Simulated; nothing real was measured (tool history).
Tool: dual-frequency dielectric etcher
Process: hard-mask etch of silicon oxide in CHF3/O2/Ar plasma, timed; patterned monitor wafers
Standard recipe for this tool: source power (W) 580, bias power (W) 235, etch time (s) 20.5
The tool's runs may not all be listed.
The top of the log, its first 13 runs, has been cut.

run,hour,source power (W),bias power (W),etch time (s),"read-back reference wafer on the same gauge, depth_nm",mean etch depth across the wafer (angstrom)
14,1020.7,580,235,20.5,50.2,422.3
15,1098.1,630,212,18,50.21,364.2
16,1196.4,680,189,22,50.19,436.8
# hour 1270.5: upper electrode replaced
17,1271,580,235,23.5,50.22,477.3
# hour 1359.7: wet clean of the chamber
18,1360.2,490,179,24,50.21,440.5
19,1395.8,580,284,20.5,50.16,455.1
# hour 1407: gauge calibrated
20,1442.9,580,235,16,50.22,335.3
21,1537.7,580,202,25.5,50.21,501
22,1625.2,450,185,25,50.2,448.9
23,1698.7,580,235,20.5,50.19,426.5
24,1783.9,700,266,20.5,50.22,458.5
25,1863.4,580,235,20.5,50.14,418.2
26,1929.4,580,235,20.5,50.13,415.8
27,2025.1,580,235,20.5,50.2,416.8
28,2086.9,650,235,20.5,50.19,424
# hour 2121.7: wet clean of the chamber
29,2150.4,460,220,20.5,50.21,400.2
30,2253.2,680,189,22,50.21,445.5

Predict each of these 3 candidate next runs independently; none follows another, all start after run 30:
A,2253.6,480,235,20.5,?,?
B,2253.6,460,285,20.5,?,?
C,2253.6,680,235,20.5,?,?

run,"read-back reference wafer on the same gauge, depth_nm",mean etch depth across the wafer (angstrom)
A,50.23,409.4
B,50.23,433.7
C,50.23,444.4
Without the tool's unlogged condition, the same runs would have read:
run,mean etch depth across the wafer (angstrom)
A,411.4
B,435.9
C,446.7
